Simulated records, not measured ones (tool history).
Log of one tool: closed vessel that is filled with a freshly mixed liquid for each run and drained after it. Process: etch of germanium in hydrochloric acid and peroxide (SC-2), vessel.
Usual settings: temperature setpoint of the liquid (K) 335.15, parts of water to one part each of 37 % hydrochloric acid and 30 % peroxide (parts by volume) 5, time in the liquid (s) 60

run,day,temperature setpoint of the liquid (K),parts of water to one part each of 37 % hydrochloric acid and 30 % peroxide (parts by volume),time in the liquid (s),wafers since the last listed run,hours since the thermometer was replaced,hours since the chemicals flow meter was replaced,hours since the drum of peroxide was connected,hours since the gauge calibration,"read-back film thickness of the germanium reference wafer, read on the same gauge (nm)",thickness taken off the germanium on a monitor wafer (angstrom)
1,0.000,328.65,5,60,0,426.9,1069.2,142.4,701.1,29.47,1198.3
2,1.162,328.65,5,60,2880,454.8,1097.1,170.3,729.0,29.41,1212.1
3,3.508,328.65,5,60,5813,511.1,1153.4,226.6,785.3,29.39,1213.6
4,5.788,338.65,5,60,5648,565.8,1208.1,281.3,840.0,29.40,1624.6
5,8.054,338.65,5,60,5617,620.2,1262.5,335.7,894.4,29.33,1624.8
6,10.562,335.15,5,60,6216,680.4,1322.7,395.9,954.6,29.26,1463.8
7,14.754,335.15,6,60,10387,781.0,1423.3,496.5,1055.2,29.21,1452.3
8,16.146,335.15,5,60,3448,814.4,1456.7,529.9,1088.6,29.14,1451.6
# day 17.338: new drum of peroxide connected
9,18.304,335.15,5,60,5245,866.2,1508.5,23.2,1140.4,29.09,1455.2
10,19.646,327.65,5,60,3324,898.4,1540.7,55.4,1172.6,29.15,1156.1
11,21.842,327.65,5,60,5441,951.1,1593.4,108.1,1225.3,29.07,1161.3
12,24.562,327.65,5,60,6742,1016.4,1658.7,173.4,1290.6,28.99,1150.5
13,28.721,335.15,5,50,10305,1116.2,1758.5,273.2,1390.4,28.95,1213.5
14,30.383,335.15,5,75,4119,1156.1,1798.4,313.1,1430.3,28.95,1827.4

Run 15 comes next. What will it give?
15,31.517,335.15,4,90,2808,1183.3,1825.6,340.3,1457.5,?,?

{"run 15": {"read-back film thickness of the germanium reference wafer, read on the same gauge (nm)": 28.86, "thickness taken off the germanium on a monitor wafer (angstrom)": 2176.3}}
Without the tool's hidden state the same run would have given thickness taken off the germanium on a monitor wafer (angstrom) 2258.8.
